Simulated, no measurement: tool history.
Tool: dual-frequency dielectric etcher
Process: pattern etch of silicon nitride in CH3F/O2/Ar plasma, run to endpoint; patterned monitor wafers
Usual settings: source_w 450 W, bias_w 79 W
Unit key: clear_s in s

run   hour  source_w  bias_w  wafers since the last listed run  hours since the last wet clean  hours since the last source power generator calibration  hours since the last bias power generator calibration  hours since the last upper electrode change  incoming incoming film thickness, nm  clear_s
  1    0.0       490      79                                 0                           160.7                                                   2791.8                                                 3843.3                                       2407.5                                 41.49     54.3
  2   16.2       490      79                               205                           176.9                                                   2808.0                                                 3859.5                                       2423.7                                 41.46     54.3
  3   45.6       450      87                               372                           206.3                                                   2837.4                                                 3888.9                                       2453.1                                 41.84     54.0
  4   79.9       450      87                               434                           240.6                                                   2871.7                                                 3923.2                                       2487.4                                 42.49     54.9
  5   93.2       400      86                               168                           253.9                                                   2885.0                                                 3936.5                                       2500.7                                 41.51     55.5
  6  115.8       490      75                               286                           276.5                                                   2907.6                                                 3959.1                                       2523.3                                 41.74     56.0
  7  140.7       490      75                               315                           301.4                                                   2932.5                                                 3984.0                                       2548.2                                 41.73     55.5
  8  162.6       360      95                               277                           323.3                                                   2954.4                                                 4005.9                                       2570.1                                 41.49     54.8
     184.7  -- bias power generator calibrated
  9  185.7       540      72                               242                           346.4                                                   2977.5                                                    1.0                                       2593.2                                 42.10     55.4
 10  201.7       450      79                               202                           362.4                                                   2993.5                                                   17.0                                       2609.2                                 41.75     56.0
     233.8  -- upper electrode replaced
 11  236.1       520      62                               131                           396.8                                                   3027.9                                                   51.4                                          2.3                                 41.34     58.5
     260.8  -- wet clean of the chamber
     262.5  -- source power generator calibrated
 12  264.4       390      90                                33                             3.6                                                      1.9                                                   79.7                                         30.6                                 42.20     56.0
 13  289.0       450      88                               311                            28.2                                                     26.5                                                  104.3                                         55.2                                 41.94     53.4
 14  309.3       450      79                               257                            48.5                                                     46.8                                                  124.6                                         75.5                                 41.62     56.1
 15  341.2       450      79                               404                            80.4                                                     78.7                                                  156.5                                        107.4                                 42.20     56.0

Alternative continuations, all from the tool just after run 15; predict every row:
  A  341.6       380      79                                 5                            80.8                                                     79.1                                                  156.9                                        107.8                                 41.98        ?
  B  341.6       450      98                                 5                            80.8                                                     79.1                                                  156.9                                        107.8                                 41.98        ?
  C  341.6       450      91                                 5                            80.8                                                     79.1                                                  156.9                                        107.8                                 41.98        ?

run  clear_s
  A     59.2
  B     51.7
  C     53.3
Without the tool's hidden state the same runs would have given:
run  clear_s
  A     59.2
  B     51.7
  C     53.3
